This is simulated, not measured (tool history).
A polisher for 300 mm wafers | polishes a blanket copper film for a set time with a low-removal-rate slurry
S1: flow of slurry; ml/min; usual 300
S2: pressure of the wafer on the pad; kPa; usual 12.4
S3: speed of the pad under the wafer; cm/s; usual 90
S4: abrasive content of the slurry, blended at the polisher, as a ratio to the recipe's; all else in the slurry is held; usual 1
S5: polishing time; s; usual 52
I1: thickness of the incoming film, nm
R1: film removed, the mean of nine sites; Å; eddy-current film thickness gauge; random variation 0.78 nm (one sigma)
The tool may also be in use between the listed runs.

run	hour	S1	S2	S3	S4	S5	I1	R1
1	0	300	12.4	90	1	52	1261.7	890
2	29	300	12.4	90	1	60	1265.4	991
3	55.6	300	14.5	90	1	52	1261.1	994
# hour 82.8: slurry blender recalibrated
4	86.9	300	12.4	90	1	52	1251.6	849
# hour 111.9: worn pad replaced by a new one
5	116.1	300	12.4	90	1	52	1283.3	883
6	145.8	300	12.4	90	1	52	1262.9	874
7	179.1	300	12.4	90	1	52	1253.6	864
8	203.3	300	12.4	90	1	52	1265.8	866
9	218.6	300	12.4	90	1	52	1233.3	846
# hour 228.2: slurry blender recalibrated
# hour 236.8: worn pad replaced by a new one
10	253.8	300	12.4	90	1	52	1258.2	863
11	282.4	300	12.4	90	1	52	1257.6	854
12	316.5	300	12.4	90	1	52	1273.2	842
13	333.8	300	12.4	104	1	61	1246.7	1110
14	365.8	300	12.4	104	1	61	1244.9	1108
# hour 377.5: worn pad replaced by a new one
15	380.2	300	12.4	90	1	52	1258.6	861

The next listed run, before its measurement:
# hour 384.9: slurry blender recalibrated
16	412.9	235	9.7	68	1	39	1250.5	?

Run 16 gave R1 367 Å.
Without the tool's hidden state the same run would have given R1 398 Å.
